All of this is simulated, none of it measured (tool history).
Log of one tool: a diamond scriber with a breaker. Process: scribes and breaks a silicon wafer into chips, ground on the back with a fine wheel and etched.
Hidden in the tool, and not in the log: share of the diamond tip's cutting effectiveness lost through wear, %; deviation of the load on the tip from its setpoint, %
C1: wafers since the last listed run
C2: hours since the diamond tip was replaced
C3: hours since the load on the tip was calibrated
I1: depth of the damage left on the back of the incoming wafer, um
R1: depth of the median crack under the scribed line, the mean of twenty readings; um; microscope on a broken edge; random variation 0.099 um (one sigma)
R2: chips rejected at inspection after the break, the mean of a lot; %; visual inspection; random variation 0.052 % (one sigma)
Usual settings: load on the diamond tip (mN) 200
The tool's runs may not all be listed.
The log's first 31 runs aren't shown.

At day 17.267: diamond tip replaced by a new one.
Run 32, day 17.333: usual settings but load on the diamond tip (mN) 245; C1 17; C2 1.6; C3 249.9; I1 0.47. Result: R1 9.18 um, R2 4.65 %.
Run 33, day 17.692: usual settings; C1 19; C2 10.2; C3 258.5; I1 0.75. Result: R1 8.34 um, R2 1.49 %.
Run 34, day 18.138: usual settings but load on the diamond tip (mN) 239; C1 24; C2 20.9; C3 269.2; I1 0.33. Result: R1 9.29 um, R2 3.65 %.
Run 35, day 18.512: usual settings but load on the diamond tip (mN) 221; C1 20; C2 29.9; C3 278.2; I1 0.8. Result: R1 8.85 um, R2 2.32 %.
Run 36, day 18.788: usual settings; C1 15; C2 36.5; C3 284.8; I1 0.65. Result: R1 8.2 um, R2 1.33 %.
Run 37, day 19.229: usual settings but load on the diamond tip (mN) 256; C1 24; C2 47.1; C3 295.4; I1 0.4. Result: R1 9.46 um, R2 4.82 %.
Run 38, day 19.942: usual settings but load on the diamond tip (mN) 230; C1 39; C2 64.2; C3 312.5; I1 0.37. Result: R1 8.94 um, R2 2.72 %.
Run 39, day 20.579: usual settings but load on the diamond tip (mN) 160; C1 35; C2 79.5; C3 327.8; I1 0.76. Result: R1 7.24 um, R2 2.69 %.
Run 40, day 21.292: usual settings but load on the diamond tip (mN) 179; C1 39; C2 96.6; C3 344.9; I1 0.8. Result: R1 7.62 um, R2 1.64 %.
Run 41, day 21.821: usual settings; C1 29; C2 109.3; C3 357.6; I1 0.55. Result: R1 8.25 um, R2 1.31 %.
Run 42, day 22.383: usual settings but load on the diamond tip (mN) 258; C1 31; C2 122.8; C3 371.1; I1 0.5. Result: R1 9.33 um, R2 4.44 %.

4 ways to go on from here, each from the tool as it stands after run 42. What would each give?
Run A, day 22.408: usual settings; C1 1; C2 123.4; C3 371.7; I1 0.53. Result: R1 ?, R2 ?.
Run B, day 22.408: usual settings but load on the diamond tip (mN) 170; C1 1; C2 123.4; C3 371.7; I1 0.53. Result: R1 ?, R2 ?.
Run C, day 22.408: usual settings but load on the diamond tip (mN) 159; C1 1; C2 123.4; C3 371.7; I1 0.53. Result: R1 ?, R2 ?.
Run D, day 22.408: usual settings but load on the diamond tip (mN) 158; C1 1; C2 123.4; C3 371.7; I1 0.53. Result: R1 ?, R2 ?.

run    R1    R2
  A  8.17  1.23
  B   7.5  2.11
  C  7.25  3.05
  D  7.23  3.16
Without the tool's hidden state the same runs would have given:
run    R1    R2
  A  8.11  1.23
  B  7.45   2.3
  C  7.19  3.31
  D  7.17  3.43
